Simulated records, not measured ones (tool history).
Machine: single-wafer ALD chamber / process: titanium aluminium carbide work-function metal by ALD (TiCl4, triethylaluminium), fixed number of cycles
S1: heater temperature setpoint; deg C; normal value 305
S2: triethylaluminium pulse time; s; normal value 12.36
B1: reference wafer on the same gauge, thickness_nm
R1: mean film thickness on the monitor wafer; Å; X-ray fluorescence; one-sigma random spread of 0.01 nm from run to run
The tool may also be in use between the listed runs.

run     day   S1     S2     B1     R1
  1       0  305  12.36  2.321  21.77
  2   0.962  305  12.36   2.32  21.84
  3   2.183  305  12.36  2.316  21.76
  4   3.583  299  11.12  2.322  20.93
  5   5.042  299  11.12  2.322  20.99
  6     6.4  305  12.36  2.319   21.8
  7    7.65  305  12.36   2.32  21.71
  8   8.604  317  14.12  2.322  23.19
      9.617  -- showerhead replaced
  9   9.812  317  14.12  2.321  23.32
 10    10.8  305  12.36  2.321  21.56
     11.612  -- thermocouple changed; heater temperature recalibrated
 11   11.75  305  12.36  2.319  21.57
 12  12.992  305   9.33  2.321   20.9
 13  13.962  305  12.36   2.32  21.84
 14  14.546  313   8.21  2.321  21.19
 15  18.325  318  10.25   2.32   22.5
 16  19.183  298   7.95   2.32  19.52
 17  20.292  320    9.8  2.319   22.3
 18  21.012  305  12.36  2.321  21.75
 19  22.358  305  13.82  2.318  21.86
 20  23.725  294  16.69  2.323  21.02
 21  24.808  305  10.05  2.319  21.24
 22  25.475  298  10.92  2.319  20.47
 23  26.375  305  10.68  2.318  21.11
     26.779  -- triethylaluminium bottle replaced
 24  27.817  305   7.73  2.322  21.42
     27.842  -- gauge calibrated
 25  29.079  305  12.36   2.32  22.42
 26  30.567  298  10.92  2.317  21.28
 27  31.546  294   8.28  2.318  20.12
 28  32.854  305  12.36  2.319  22.16
 29  33.875  305  12.36  2.317  22.25
 30  34.946  320    9.8  2.321  23.35
 31  35.833  299     15   2.32  21.68
 32  36.371  305  12.36  2.321  22.31

Run 33 is up next; what results do you expect?
 33  37.842  305  12.36   ?   ?

B1: 2.317
R1: 22.13 Å
Had the tool carried no hidden state, the very same run would have given R1 22.52 Å.
